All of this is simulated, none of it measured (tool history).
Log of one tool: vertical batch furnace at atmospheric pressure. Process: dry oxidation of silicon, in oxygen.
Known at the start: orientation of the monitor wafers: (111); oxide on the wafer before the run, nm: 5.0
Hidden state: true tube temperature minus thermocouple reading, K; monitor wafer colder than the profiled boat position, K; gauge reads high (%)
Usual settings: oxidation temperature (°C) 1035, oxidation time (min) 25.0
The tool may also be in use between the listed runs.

run	hour	oxidation temperature (°C)	oxidation time (min)	wafers since the last listed run	hours since the last temperature calibration	hours since the boat lift was adjusted	hours since the gauge calibration	read-back reference wafer on the same gauge, thickness	oxide thickness on the monitor wafer (angstrom)
1	0.0	1035	18.5	0	1544.3	3081.1	539.8	55.45	411.9
2	95.7	1035	25.0	1198	1640.0	3176.8	635.5	55.43	495.9
3	196.5	1035	32.0	1262	1740.8	3277.6	736.3	55.21	577.6
4	282.9	1035	32.0	1081	1827.2	3364.0	822.7	55.04	573.6
5	320.7	1035	33.0	473	1865.0	3401.8	860.5	55.12	590.9
6	395.4	1035	33.0	935	1939.7	3476.5	935.2	54.67	588.0
7	490.6	1035	25.0	1192	2034.9	3571.7	1030.4	54.66	487.5
8	548.4	1035	25.0	723	2092.7	3629.5	1088.2	54.53	488.6
9	636.2	1035	25.0	1099	2180.5	3717.3	1176.0	54.07	488.0
10	862.2	1035	25.0	2829	2406.5	3943.3	1402.0	53.48	479.7
# hour 924.7: gauge calibrated
11	958.7	1035	25.0	1208	2503.0	4039.8	34.0	55.63	494.0
12	1009.2	1035	25.0	632	2553.5	4090.3	84.5	55.61	495.1
13	1153.0	1035	28.0	1800	2697.3	4234.1	228.3	55.67	534.7
14	1194.0	1035	28.0	513	2738.3	4275.1	269.3	55.66	532.0
15	1230.3	1035	28.0	454	2774.6	4311.4	305.6	55.76	535.4
# hour 1315.3: boat lift adjusted
16	1315.8	1035	25.0	770	2860.1	0.5	391.1	55.50	495.5
17	1375.1	1035	25.0	742	2919.4	59.8	450.4	55.48	490.5
18	1447.6	1026	33.5	907	2991.9	132.3	522.9	55.24	559.5
19	1511.9	1026	33.5	805	3056.2	196.6	587.2	55.29	562.0
20	1549.9	1035	25.0	475	3094.2	234.6	625.2	55.35	491.4
21	1609.2	1017	19.0	742	3153.5	293.9	684.5	55.09	370.0
# hour 1670.0: thermocouples replaced and temperature profile calibrated
22	1670.5	1051	36.5	467	0.5	355.2	745.8	54.98	681.8
23	1707.0	1045	21.0	457	37.0	391.7	782.3	55.01	471.7
24	1779.7	1042	19.0	910	109.7	464.4	855.0	54.78	433.6
25	1932.6	1012	34.5	1914	262.6	617.3	1007.9	54.51	514.9
26	1969.7	1035	21.5	464	299.7	654.4	1045.0	54.46	442.4
27	2029.7	1035	13.5	751	359.7	714.4	1105.0	54.39	332.9
28	2121.6	1035	25.0	1150	451.6	806.3	1196.9	53.99	482.0
29	2187.5	1050	25.0	825	517.5	872.2	1262.8	53.80	528.6
30	2279.9	1012	35.5	1156	609.9	964.6	1355.2	53.57	513.7
# hour 2349.5: gauge calibrated
31	2356.8	1035	28.0	962	686.8	1041.5	7.3	56.25	542.9
32	2401.2	1055	37.5	555	731.2	1085.9	51.7	56.24	731.9
33	2451.7	1026	29.5	632	781.7	1136.4	102.2	56.25	525.3
34	2556.0	1016	30.0	1305	886.0	1240.7	206.5	56.16	497.1
35	2654.6	1043	25.0	1234	984.6	1339.3	305.1	56.26	524.3
36	2757.2	1018	25.0	1284	1087.2	1441.9	407.7	56.00	451.0
37	2848.5	1056	18.0	1143	1178.5	1533.2	499.0	55.84	462.4
38	2931.7	1015	34.0	1041	1261.7	1616.4	582.2	55.86	538.1

Hidden state at the last listed run before each entry between runs and at the first one after, where it differs:
Between runs 10 and 11: gauge calibrated (hour 924.7)
  gauge reads high (%): -4.05 -> -0.188
  measured less the result without the state, oxide thickness on the monitor wafer (angstrom): -20.3 -> -1.0
Between runs 15 and 16: boat lift adjusted (hour 1315.3)
  gauge reads high (%): -0.38 -> -0.503
  measured less the result without the state, oxide thickness on the monitor wafer (angstrom): -2.0 -> -2.5
Between runs 21 and 22: thermocouples replaced and temperature profile calibrated (hour 1670.0)
  gauge reads high (%): -1.16 -> -1.34
  measured less the result without the state, oxide thickness on the monitor wafer (angstrom): -4.4 -> -9.3
Between runs 30 and 31: gauge calibrated (hour 2349.5)
  gauge reads high (%): -3.99 -> 0.824
  measured less the result without the state, oxide thickness on the monitor wafer (angstrom): -21.4 -> +4.4
